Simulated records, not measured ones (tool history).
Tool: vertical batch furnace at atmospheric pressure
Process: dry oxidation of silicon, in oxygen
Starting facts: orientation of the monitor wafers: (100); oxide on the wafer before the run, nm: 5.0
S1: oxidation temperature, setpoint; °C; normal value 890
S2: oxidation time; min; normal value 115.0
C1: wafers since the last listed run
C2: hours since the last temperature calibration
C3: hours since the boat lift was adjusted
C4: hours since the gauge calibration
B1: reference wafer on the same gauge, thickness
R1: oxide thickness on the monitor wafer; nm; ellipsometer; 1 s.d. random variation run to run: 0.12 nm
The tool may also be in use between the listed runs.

run   hour   S1     S2   C1      C2      C3      C4     B1     R1
  1    0.0  883  115.0    0  3778.8  2177.4   822.0  35.68  27.20
  2   29.2  885  115.0  499  3808.0  2206.6   851.2  35.69  27.79
  3   52.8  885  115.0  404  3831.6  2230.2   874.8  35.65  27.60
  4   81.4  885  115.0  489  3860.2  2258.8   903.4  35.69  27.82
  5   98.8  890  115.0  297  3877.6  2276.2   920.8  35.66  29.14
     137.5  -- boat lift adjusted
     150.4  -- thermocouples replaced and temperature profile calibrated
  6  150.9  890  115.0  259     0.5    13.4   972.9  35.71  30.07
  7  156.2  890  115.0   90     5.8    18.7   978.2  35.69  30.04
  8  179.1  890  115.0  392    28.7    41.6  1001.1  35.73  30.25
  9  201.3  910  136.0  380    50.9    63.8  1023.3  35.74  40.55
 10  237.2  910  136.0  614    86.8    99.7  1059.2  35.65  40.46
 11  253.5  910  136.0  279   103.1   116.0  1075.5  35.70  40.66
 12  285.5  890  115.0  547   135.1   148.0  1107.5  35.69  29.83
 13  303.7  890  115.0  311   153.3   166.2  1125.7  35.72  30.08
 14  316.8  890  115.0  224   166.4   179.3  1138.8  35.72  29.88
 15  343.5  890   95.0  457   193.1   206.0  1165.5  35.73  26.58
 16  377.6  898  115.0  583   227.2   240.1  1199.6  35.69  32.34
 17  405.0  890  115.0  469   254.6   267.5  1227.0  35.71  29.83
     413.1  -- gauge calibrated
 18  439.6  912  141.5  592   289.2   302.1    26.5  35.76  42.33
 19  466.1  890  115.0  453   315.7   328.6    53.0  35.67  29.59
 20  489.5  890  115.0  400   339.1   352.0    76.4  35.67  29.78
 21  510.3  868  115.0  356   359.9   372.8    97.2  35.78  24.24
 22  526.8  890  115.0  282   376.4   389.3   113.7  35.64  29.69
 23  560.9  890  134.5  583   410.5   423.4   147.8  35.71  32.62
 24  589.6  880  135.5  491   439.2   452.1   176.5  35.67  29.74
 25  609.1  910  115.0  333   458.7   471.6   196.0  35.76  35.63
 26  643.5  914  115.0  588   493.1   506.0   230.4  35.64  37.27
 27  676.7  875  133.0  568   526.3   539.2   263.6  35.69  28.05
 28  712.1  907   95.0  606   561.7   574.6   299.0  35.73  30.82
 29  737.3  870  115.0  431   586.9   599.8   324.2  35.69  24.44
 30  770.0  890  151.5  559   619.6   632.5   356.9  35.76  35.06
 31  799.5  890   78.0  505   649.1   662.0   386.4  35.70  23.29
 32  817.3  890  115.0  304   666.9   679.8   404.2  35.78  29.52
 33  835.6  890  115.0  313   685.2   698.1   422.5  35.66  29.48
 34  867.4  890  115.0  544   717.0   729.9   454.3  35.73  29.44
 35  897.7  914  137.5  518   747.3   760.2   484.6  35.68  41.50
 36  911.4  881  168.0  234   761.0   773.9   498.3  35.74  34.26
 37  936.5  901   96.5  429   786.1   799.0   523.4  35.67  29.23
 38  953.3  904  142.0  287   802.9   815.8   540.2  35.70  38.59

Pick out some run-to-run changes in R1. Of each, how much would a tool without hidden state show as well, from the settings, what came in and chance, and how much is left for the hidden state and any gauge scatter not in both results compared?
Hidden state at play: true tube temperature minus thermocouple reading, K; monitor wafer colder than the profiled boat position, K; gauge reads high (%).
Run 5 -> 6: boat lift adjusted, thermocouples replaced and temperature profile calibrated. R1 +0.93 nm: hidden state +1.14, all else -0.21.
Run 17 -> 18: S1 890 -> 912, S2 115.0 -> 141.5, gauge calibrated. R1 +12.50 nm: hidden state -0.23, all else +12.73.
Run 18 -> 19: S1 912 -> 890, S2 141.5 -> 115.0. R1 -12.74 nm: hidden state +0.17, all else -12.91.
Run 34 -> 35: S1 890 -> 914, S2 115.0 -> 137.5. R1 +12.06 nm: hidden state -0.38, all else +12.44.
Run 37 -> 38: S1 901 -> 904, S2 96.5 -> 142.0. R1 +9.36 nm: hidden state -0.32, all else +9.68.

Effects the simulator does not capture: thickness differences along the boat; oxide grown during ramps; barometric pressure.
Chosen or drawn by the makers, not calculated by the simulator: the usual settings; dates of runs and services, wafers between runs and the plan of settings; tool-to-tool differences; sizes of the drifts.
